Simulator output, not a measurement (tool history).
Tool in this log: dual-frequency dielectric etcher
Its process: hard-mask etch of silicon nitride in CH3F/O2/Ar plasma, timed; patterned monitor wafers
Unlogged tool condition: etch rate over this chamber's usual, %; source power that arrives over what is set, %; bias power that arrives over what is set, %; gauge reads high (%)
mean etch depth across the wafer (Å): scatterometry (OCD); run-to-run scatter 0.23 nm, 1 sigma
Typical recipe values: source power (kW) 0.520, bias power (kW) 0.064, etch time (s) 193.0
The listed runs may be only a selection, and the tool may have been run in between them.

run	day	source power (kW)	bias power (kW)	etch time (s)	wafers since the last listed run	hours since the last wet clean	hours since the last source power generator calibration	hours since the last bias power generator calibration	hours since the last upper electrode change	hours since the gauge calibration	read-back reference wafer on the same gauge, depth_nm	mean etch depth across the wafer (Å)
1	0.000	0.620	0.064	193.0	0	379.8	4720.9	1856.6	4399.1	17.7	170.0	1553
2	0.896	0.620	0.064	193.0	109	401.3	4742.4	1878.1	4420.6	39.2	170.0	1550
3	1.521	0.620	0.064	193.0	76	416.3	4757.4	1893.1	4435.6	54.2	170.1	1547
# day 2.854: wet clean of the chamber
4	2.875	0.520	0.076	193.0	43	0.5	4789.9	1925.6	4468.1	86.7	169.9	1622
5	2.892	0.520	0.076	193.0	2	0.9	4790.3	1926.0	4468.5	87.1	170.0	1619
6	2.908	0.520	0.064	193.0	2	1.3	4790.7	1926.4	4468.9	87.5	170.1	1541
7	3.175	0.520	0.075	155.0	32	7.7	4797.1	1932.8	4475.3	93.9	169.9	1294
# day 4.438: bias power generator calibrated
# day 4.454: upper electrode replaced
8	4.475	0.520	0.064	193.0	135	38.9	4828.3	0.9	0.5	125.1	170.0	1536
9	4.492	0.520	0.079	249.5	2	39.3	4828.7	1.3	0.9	125.5	170.0	2105
# day 4.667: gauge calibrated
10	4.821	0.580	0.070	156.0	40	47.2	4836.6	9.2	8.8	3.7	169.9	1317
# day 5.121: source power generator calibrated
11	5.312	0.520	0.064	193.0	39	59.0	4.6	21.0	20.6	15.5	170.0	1532
12	5.738	0.410	0.076	213.0	51	69.2	14.8	31.2	30.8	25.7	169.9	1657
13	6.371	0.410	0.064	210.0	77	84.4	30.0	46.4	46.0	40.9	169.9	1551
14	6.696	0.600	0.064	193.0	39	92.2	37.8	54.2	53.8	48.7	170.1	1598
15	7.304	0.520	0.064	193.0	74	106.8	52.4	68.8	68.4	63.3	170.0	1525
16	7.767	0.520	0.064	193.0	56	117.9	63.5	79.9	79.5	74.4	170.0	1523
17	8.025	0.480	0.049	178.0	31	124.1	69.7	86.1	85.7	80.6	170.0	1280

Predict each of these 3 candidate next runs independently; none follows another, all start after run 17:
A	8.046	0.520	0.064	193.0	2	124.6	70.2	86.6	86.2	81.1	?	?
B	8.046	0.520	0.075	212.0	2	124.6	70.2	86.6	86.2	81.1	?	?
C	8.046	0.580	0.070	173.0	2	124.6	70.2	86.6	86.2	81.1	?	?

run	read-back reference wafer on the same gauge, depth_nm	mean etch depth across the wafer (Å)
A	170.0	1521
B	170.0	1746
C	170.0	1444
The same runs, with their run-to-run variation unchanged, on a tool lacking any hidden condition would have given:
run	mean etch depth across the wafer (Å)
A	1528
B	1754
C	1451
